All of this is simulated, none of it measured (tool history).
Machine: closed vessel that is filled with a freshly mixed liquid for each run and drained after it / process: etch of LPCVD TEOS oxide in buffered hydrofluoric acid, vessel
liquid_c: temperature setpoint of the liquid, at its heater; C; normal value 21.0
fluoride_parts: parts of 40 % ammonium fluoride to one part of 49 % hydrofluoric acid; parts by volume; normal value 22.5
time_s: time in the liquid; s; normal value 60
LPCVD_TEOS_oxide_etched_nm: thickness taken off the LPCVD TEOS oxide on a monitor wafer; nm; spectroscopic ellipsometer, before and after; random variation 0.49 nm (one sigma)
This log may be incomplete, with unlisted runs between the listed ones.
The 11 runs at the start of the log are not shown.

run	hour	liquid_c	fluoride_parts	time_s	wafers since the last listed run	hours since the thermometer was replaced	hours since the hydrofluoric acid flow meter was replaced	hours since the gauge calibration	read-back film thickness of the LPCVD TEOS oxide reference wafer, read on the same gauge (nm)	LPCVD_TEOS_oxide_etched_nm
12	778.7	23.0	22.5	60	5722	2446.3	994.1	109.3	129.99	101.09
13	864.2	23.0	25.5	45	9668	2531.8	1079.6	194.8	130.02	69.71
14	952.9	21.0	22.5	60	10030	2620.5	1168.3	283.5	129.98	90.51
# hour 979.1: hydrofluoric acid flow meter replaced
15	1005.6	18.0	22.5	40	5846	2673.2	26.5	336.2	129.98	50.71
16	1060.2	21.0	22.5	60	6174	2727.8	81.1	390.8	129.99	90.48
17	1127.5	18.5	17.5	80	7610	2795.1	148.4	458.1	129.98	129.25
18	1209.6	19.0	30.0	90	9284	2877.2	230.5	540.2	129.99	98.36
# hour 1235.2: thermometer replaced
19	1286.6	21.0	22.5	60	8594	51.4	307.5	617.2	130.05	93.33
20	1372.3	21.0	22.5	40	9691	137.1	393.2	702.9	130.05	62.36
21	1460.6	17.0	30.0	30	9985	225.4	481.5	791.2	130.04	30.51
22	1755.2	23.0	16.5	70	33314	520.0	776.1	1085.8	129.96	159.46
23	2019.3	21.0	22.5	60	29865	784.1	1040.2	1349.9	129.99	92.10
# hour 2077.7: hydrofluoric acid flow meter replaced
24	2080.7	23.5	22.5	75	6830	845.5	3.0	1411.3	130.00	132.09
25	2208.5	23.5	18.0	50	14452	973.3	130.8	1539.1	130.03	106.52
26	2292.3	21.0	22.5	90	9476	1057.1	214.6	1622.9	129.99	138.69
27	2397.0	23.0	25.5	45	11839	1161.8	319.3	1727.6	129.96	71.48
28	2488.6	17.5	19.0	85	10358	1253.4	410.9	1819.2	129.98	122.05
29	2545.1	21.0	14.0	85	6389	1309.9	467.4	1875.7	130.05	200.15
30	2619.1	19.5	16.0	40	8368	1383.9	541.4	1949.7	129.98	76.08
31	2657.5	17.0	22.5	60	4342	1422.3	579.8	1988.1	129.97	73.50
32	2724.0	18.0	30.0	75	7520	1488.8	646.3	2054.6	130.01	79.46

Branching from run 32: 5 alternative next runs. What would each branch give?
A	2724.7	25.5	22.5	60	79	1489.5	647.0	2055.3	?	?
B	2724.7	17.0	19.0	60	79	1489.5	647.0	2055.3	?	?
C	2724.7	17.5	15.5	30	79	1489.5	647.0	2055.3	?	?
D	2724.7	25.0	27.0	60	79	1489.5	647.0	2055.3	?	?
E	2724.7	18.5	17.0	40	79	1489.5	647.0	2055.3	?	?

run	read-back film thickness of the LPCVD TEOS oxide reference wafer, read on the same gauge (nm)	LPCVD_TEOS_oxide_etched_nm
A	129.99	117.64
B	129.99	83.50
C	129.99	52.52
D	129.99	100.99
E	129.99	67.68
Without the tool's unlogged condition, the same runs would have read:
run	LPCVD_TEOS_oxide_etched_nm
A	119.58
B	84.94
C	53.43
D	102.66
E	68.84
